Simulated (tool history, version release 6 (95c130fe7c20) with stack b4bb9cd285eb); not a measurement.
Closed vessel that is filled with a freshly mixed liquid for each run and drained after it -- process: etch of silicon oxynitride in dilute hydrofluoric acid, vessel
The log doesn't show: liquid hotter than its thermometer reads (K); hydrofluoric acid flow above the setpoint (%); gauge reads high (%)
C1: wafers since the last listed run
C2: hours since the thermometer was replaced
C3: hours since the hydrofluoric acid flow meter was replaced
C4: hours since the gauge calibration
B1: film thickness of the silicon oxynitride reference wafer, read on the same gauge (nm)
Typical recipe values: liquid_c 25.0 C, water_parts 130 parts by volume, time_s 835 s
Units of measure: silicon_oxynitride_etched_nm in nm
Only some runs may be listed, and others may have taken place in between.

Run 1, hour 0.0: usual settings; C1 0; C2 765.6; C3 745.9; C4 198.6; B1 99.98. Result: silicon_oxynitride_etched_nm 23.14 nm.
Run 2, hour 86.3: usual settings; C1 3397; C2 851.9; C3 832.2; C4 284.9; B1 100.02. Result: silicon_oxynitride_etched_nm 23.37 nm.
Run 3, hour 148.8: usual settings; C1 2460; C2 914.4; C3 894.7; C4 347.4; B1 99.98. Result: silicon_oxynitride_etched_nm 23.08 nm.
Run 4, hour 216.9: usual settings; C1 2680; C2 982.5; C3 962.8; C4 415.5; B1 100.00. Result: silicon_oxynitride_etched_nm 23.37 nm.
At hour 283.5: thermometer replaced.
Run 5, hour 304.5: usual settings; C1 3409; C2 21.0; C3 1050.4; C4 503.1; B1 100.00. Result: silicon_oxynitride_etched_nm 23.29 nm.
Run 6, hour 366.6: usual settings but water_parts 160 parts by volume; C1 2444; C2 83.1; C3 1112.5; C4 565.2; B1 100.01. Result: silicon_oxynitride_etched_nm 18.53 nm.
Run 7, hour 461.1: usual settings but water_parts 160 parts by volume; C1 3720; C2 177.6; C3 1207.0; C4 659.7; B1 100.00. Result: silicon_oxynitride_etched_nm 18.79 nm.
Run 8, hour 516.7: usual settings; C1 2188; C2 233.2; C3 1262.6; C4 715.3; B1 100.00. Result: silicon_oxynitride_etched_nm 23.74 nm.
Run 9, hour 578.4: usual settings; C1 2428; C2 294.9; C3 1324.3; C4 777.0; B1 100.01. Result: silicon_oxynitride_etched_nm 24.02 nm.
Run 10, hour 615.4: usual settings; C1 1456; C2 331.9; C3 1361.3; C4 814.0; B1 100.00. Result: silicon_oxynitride_etched_nm 23.61 nm.
Run 11, hour 653.5: usual settings; C1 1499; C2 370.0; C3 1399.4; C4 852.1; B1 99.99. Result: silicon_oxynitride_etched_nm 23.74 nm.
At hour 665.8: hydrofluoric acid flow meter replaced.
Run 12, hour 727.1: usual settings; C1 2858; C2 443.6; C3 61.3; C4 925.7; B1 100.01. Result: silicon_oxynitride_etched_nm 22.02 nm.
At hour 736.8: gauge calibrated.
Run 13, hour 804.0: usual settings but liquid_c 26.5 C, time_s 1235 s; C1 3027; C2 520.5; C3 138.2; C4 67.2; B1 100.00. Result: silicon_oxynitride_etched_nm 34.79 nm.
Run 14, hour 886.6: usual settings but liquid_c 22.5 C, water_parts 195 parts by volume, time_s 685 s; C1 3251; C2 603.1; C3 220.8; C4 149.8; B1 100.00. Result: silicon_oxynitride_etched_nm 10.38 nm.
Run 15, hour 958.6: usual settings; C1 2834; C2 675.1; C3 292.8; C4 221.8; B1 100.01. Result: silicon_oxynitride_etched_nm 22.46 nm.
Run 16, hour 1030.0: usual settings but liquid_c 20.0 C, time_s 365 s; C1 2810; C2 746.5; C3 364.2; C4 293.2; B1 99.99. Result: silicon_oxynitride_etched_nm 7.73 nm.
Run 17, hour 1066.2: usual settings but liquid_c 26.5 C, time_s 1235 s; C1 1425; C2 782.7; C3 400.4; C4 329.4; B1 99.99. Result: silicon_oxynitride_etched_nm 35.66 nm.
Run 18, hour 1153.6: usual settings; C1 3440; C2 870.1; C3 487.8; C4 416.8; B1 100.00. Result: silicon_oxynitride_etched_nm 22.38 nm.
At hour 1192.3: thermometer replaced.
Run 19, hour 1241.4: usual settings but water_parts 80 parts by volume, time_s 470 s; C1 3417; C2 49.1; C3 575.6; C4 504.6; B1 100.00. Result: silicon_oxynitride_etched_nm 21.74 nm.
Run 20, hour 1293.3: usual settings but liquid_c 22.5 C, time_s 1235 s; C1 2043; C2 101.0; C3 627.5; C4 556.5; B1 100.00. Result: silicon_oxynitride_etched_nm 29.89 nm.
Run 21, hour 1347.3: usual settings but liquid_c 23.5 C, water_parts 195 parts by volume, time_s 1080 s; C1 2125; C2 155.0; C3 681.5; C4 610.5; B1 99.99. Result: silicon_oxynitride_etched_nm 17.63 nm.
Run 22, hour 1413.3: usual settings; C1 2598; C2 221.0; C3 747.5; C4 676.5; B1 99.98. Result: silicon_oxynitride_etched_nm 22.99 nm.
Run 23, hour 1450.9: usual settings but water_parts 170 parts by volume, time_s 365 s; C1 1480; C2 258.6; C3 785.1; C4 714.1; B1 100.01. Result: silicon_oxynitride_etched_nm 7.44 nm.
Run 24, hour 1523.7: usual settings but time_s 650 s; C1 2865; C2 331.4; C3 857.9; C4 786.9; B1 99.99. Result: silicon_oxynitride_etched_nm 17.89 nm.
Run 25, hour 1615.1: usual settings but water_parts 70 parts by volume; C1 3598; C2 422.8; C3 949.3; C4 878.3; B1 99.98. Result: silicon_oxynitride_etched_nm 45.28 nm.
Run 26, hour 1734.2: usual settings but water_parts 170 parts by volume, time_s 1015 s; C1 4688; C2 541.9; C3 1068.4; C4 997.4; B1 100.01. Result: silicon_oxynitride_etched_nm 20.97 nm.

Here are 5 independent what-if runs from the current tool condition. What would each one return?
Run A, hour 1735.1: usual settings; C1 35; C2 542.8; C3 1069.3; C4 998.3; B1 ?. Result: silicon_oxynitride_etched_nm ?.
Run B, hour 1735.1: usual settings but liquid_c 28.0 C, water_parts 100 parts by volume; C1 35; C2 542.8; C3 1069.3; C4 998.3; B1 ?. Result: silicon_oxynitride_etched_nm ?.
Run C, hour 1735.1: usual settings but liquid_c 27.5 C, time_s 1290 s; C1 35; C2 542.8; C3 1069.3; C4 998.3; B1 ?. Result: silicon_oxynitride_etched_nm ?.
Run D, hour 1735.1: usual settings but water_parts 190 parts by volume, time_s 1225 s; C1 35; C2 542.8; C3 1069.3; C4 998.3; B1 ?. Result: silicon_oxynitride_etched_nm ?.
Run E, hour 1735.1: usual settings but liquid_c 23.5 C, water_parts 145 parts by volume, time_s 1040 s; C1 35; C2 542.8; C3 1069.3; C4 998.3; B1 ?. Result: silicon_oxynitride_etched_nm ?.

run      B1  silicon_oxynitride_etched_nm
  A  100.01                         23.17
  B  100.01                         35.48
  C  100.01                         40.13
  D  100.01                         22.20
  E  100.01                         23.86
Stripped of hidden state, with their random variation kept, the same runs would have yielded:
run  silicon_oxynitride_etched_nm
  A                         21.86
  B                         33.49
  C                         37.84
  D                         20.91
  E                         22.51
